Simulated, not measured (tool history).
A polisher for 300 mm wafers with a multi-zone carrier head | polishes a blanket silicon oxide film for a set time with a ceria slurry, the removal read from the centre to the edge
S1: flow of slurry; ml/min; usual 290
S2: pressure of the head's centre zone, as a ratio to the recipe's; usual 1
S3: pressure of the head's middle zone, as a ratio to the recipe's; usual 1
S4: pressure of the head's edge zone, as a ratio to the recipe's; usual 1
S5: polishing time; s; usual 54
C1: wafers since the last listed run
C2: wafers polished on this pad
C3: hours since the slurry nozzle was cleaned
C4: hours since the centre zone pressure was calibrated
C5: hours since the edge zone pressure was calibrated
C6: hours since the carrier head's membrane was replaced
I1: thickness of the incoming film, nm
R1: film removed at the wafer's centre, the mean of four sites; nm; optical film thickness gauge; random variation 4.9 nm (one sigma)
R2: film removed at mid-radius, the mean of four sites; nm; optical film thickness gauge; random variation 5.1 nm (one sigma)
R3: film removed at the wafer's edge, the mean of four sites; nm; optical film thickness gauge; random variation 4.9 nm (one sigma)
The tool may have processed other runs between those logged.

run 1 hour=0 | S1=290 S2=1 S3=1 S4=1 S5=54 | C1=0 C2=775 C3=153.1 C4=698.4 C5=100.6 C6=655.5 | I1=1464 | R1=321.3 R2=362.6 R3=364.1
run 2 hour=40.5 | S1=290 S2=1 S3=1 S4=1 S5=54 | C1=312 C2=1087 C3=193.6 C4=738.9 C5=141.1 C6=696 | I1=1420 | R1=330.2 R2=363.1 R3=364.8
run 3 hour=73 | S1=290 S2=1 S3=1 S4=1 S5=54 | C1=250 C2=1338 C3=226.1 C4=771.4 C5=173.6 C6=728.5 | I1=1437.9 | R1=319.3 R2=366.8 R3=357.7
run 4 hour=106.8 | S1=290 S2=1 S3=1 S4=1 S5=54 | C1=260 C2=1599 C3=259.9 C4=805.2 C5=207.4 C6=762.3 | I1=1422.7 | R1=315.9 R2=366.3 R3=362.2
run 5 hour=145.3 | S1=290 S2=1 S3=1 S4=1 S5=54 | C1=296 C2=1896 C3=298.4 C4=843.7 C5=245.9 C6=800.8 | I1=1448 | R1=326.5 R2=369.1 R3=368.4
-- hour=195.9 worn pad replaced by a new one
run 6 hour=196.4 | S1=290 S2=1 S3=1 S4=1 S5=54 | C1=363 C2=4 C3=349.5 C4=894.8 C5=297 C6=851.9 | I1=1464.8 | R1=323.4 R2=367.4 R3=361.9
run 7 hour=220.5 | S1=290 S2=1 S3=1.06 S4=1 S5=46 | C1=185 C2=189 C3=373.6 C4=918.9 C5=321.1 C6=876 | I1=1451.9 | R1=269.5 R2=327.5 R3=310.8
run 8 hour=245.8 | S1=385 S2=1.04 S3=1 S4=1 S5=71 | C1=195 C2=385 C3=398.9 C4=944.2 C5=346.4 C6=901.3 | I1=1433.4 | R1=441.2 R2=495.2 R3=488.9
run 9 hour=280.7 | S1=290 S2=1 S3=1 S4=1 S5=54 | C1=269 C2=654 C3=433.8 C4=979.1 C5=381.3 C6=936.2 | I1=1465.8 | R1=318.6 R2=369.9 R3=347.7
-- hour=329.5 edge zone pressure recalibrated
-- hour=334.5 carrier head's membrane replaced by a new one
run 10 hour=339.7 | S1=325 S2=0.91 S3=1 S4=0.91 S5=54 | C1=401 C2=1055 C3=492.8 C4=1038.1 C5=10.2 C6=5.2 | I1=1467.4 | R1=293 R2=382.2 R3=354.2
run 11 hour=366 | S1=290 S2=1 S3=1 S4=1.08 S5=67 | C1=202 C2=1258 C3=519.1 C4=1064.4 C5=36.5 C6=31.5 | I1=1437.7 | R1=397.7 R2=450.8 R3=458.8
-- hour=373.1 slurry nozzle cleaned
run 12 hour=390.1 | S1=290 S2=1 S3=1 S4=0.93 S5=54 | C1=178 C2=1436 C3=17 C4=1088.5 C5=60.6 C6=55.6 | I1=1428.3 | R1=320.3 R2=359.2 R3=337.5
run 13 hour=453.6 | S1=250 S2=1 S3=1 S4=1 S5=54 | C1=489 C2=1925 C3=80.5 C4=1152 C5=124.1 C6=119.1 | I1=1461.4 | R1=312.8 R2=365 R3=351.3
-- hour=461.7 worn pad replaced by a new one
run 14 hour=492.6 | S1=290 S2=1 S3=1 S4=1 S5=54 | C1=269 C2=238 C3=119.5 C4=1191 C5=163.1 C6=158.1 | I1=1430.5 | R1=314.1 R2=363.2 R3=365.1
run 15 hour=561.6 | S1=290 S2=1 S3=1 S4=1 S5=54 | C1=532 C2=770 C3=188.5 C4=1260 C5=232.1 C6=227.1 | I1=1425 | R1=320.3 R2=369 R3=360
-- hour=572.1 centre zone pressure recalibrated
run 16 hour=612.7 | S1=290 S2=1 S3=1.05 S4=1 S5=54 | C1=378 C2=1148 C3=239.6 C4=40.6 C5=283.2 C6=278.2 | I1=1442.6 | R1=364.4 R2=373.5 R3=353
run 17 hour=643.5 | S1=355 S2=0.91 S3=1 S4=1 S5=54 | C1=237 C2=1386 C3=270.4 C4=71.4 C5=314 C6=309 | I1=1431.9 | R1=320.2 R2=371.5 R3=362.5
run 18 hour=706.5 | S1=335 S2=1 S3=1.08 S4=1.12 S5=49 | C1=485 C2=1872 C3=333.4 C4=134.4 C5=377 C6=372 | I1=1452.6 | R1=325.1 R2=369.7 R3=345.8
run 19 hour=732.1 | S1=290 S2=1 S3=1.05 S4=1 S5=54 | C1=197 C2=2069 C3=359 C4=160 C5=402.6 C6=397.6 | I1=1457.2 | R1=345.4 R2=384.4 R3=362.2
run 20 hour=771.2 | S1=290 S2=0.93 S3=1 S4=1 S5=54 | C1=301 C2=2371 C3=398.1 C4=199.1 C5=441.7 C6=436.7 | I1=1438.4 | R1=327.8 R2=364.3 R3=357.1
-- hour=786.7 worn pad replaced by a new one
run 21 hour=798.9 | S1=290 S2=1.05 S3=1 S4=1 S5=54 | C1=182 C2=94 C3=425.8 C4=226.8 C5=469.4 C6=464.4 | I1=1448.8 | R1=357.7 R2=370.9 R3=356.9
-- hour=864.8 edge zone pressure recalibrated
run 22 hour=866.1 | S1=345 S2=1.03 S3=1 S4=0.92 S5=63 | C1=502 C2=596 C3=493 C4=294 C5=1.3 C6=531.6 | I1=1429.6 | R1=422.4 R2=445 R3=408.8
run 23 hour=927.8 | S1=215 S2=1 S3=1 S4=0.89 S5=54 | C1=475 C2=1072 C3=554.7 C4=355.7 C5=63 C6=593.3 | I1=1425.6 | R1=324.3 R2=348.9 R3=334.7

Forecast each of these 3 alternatives for the next run:
run A hour=928.2 | S1=290 S2=1 S3=1 S4=1 S5=54 | C1=3 C2=1075 C3=555.1 C4=356.1 C5=63.4 C6=593.7 | I1=1431.5 | R1=? R2=? R3=?
run B hour=928.2 | S1=290 S2=0.89 S3=0.94 S4=0.92 S5=40 | C1=3 C2=1075 C3=555.1 C4=356.1 C5=63.4 C6=593.7 | I1=1431.5 | R1=? R2=? R3=?
run C hour=928.2 | S1=290 S2=1 S3=1 S4=1.05 S5=36 | C1=3 C2=1075 C3=555.1 C4=356.1 C5=63.4 C6=593.7 | I1=1431.5 | R1=? R2=? R3=?

run=A R1=336.1 R2=366.3 R3=363.9
run=B R1=221.1 R2=257.8 R3=259.3
run=C R1=224.1 R2=244.2 R3=248.4
What these runs would have given with no unlogged condition in the tool:
run=A R1=358.6 R2=366.2 R3=363.9
run=B R1=236.1 R2=257.7 R3=259.3
run=C R1=239.1 R2=244.1 R3=248.4

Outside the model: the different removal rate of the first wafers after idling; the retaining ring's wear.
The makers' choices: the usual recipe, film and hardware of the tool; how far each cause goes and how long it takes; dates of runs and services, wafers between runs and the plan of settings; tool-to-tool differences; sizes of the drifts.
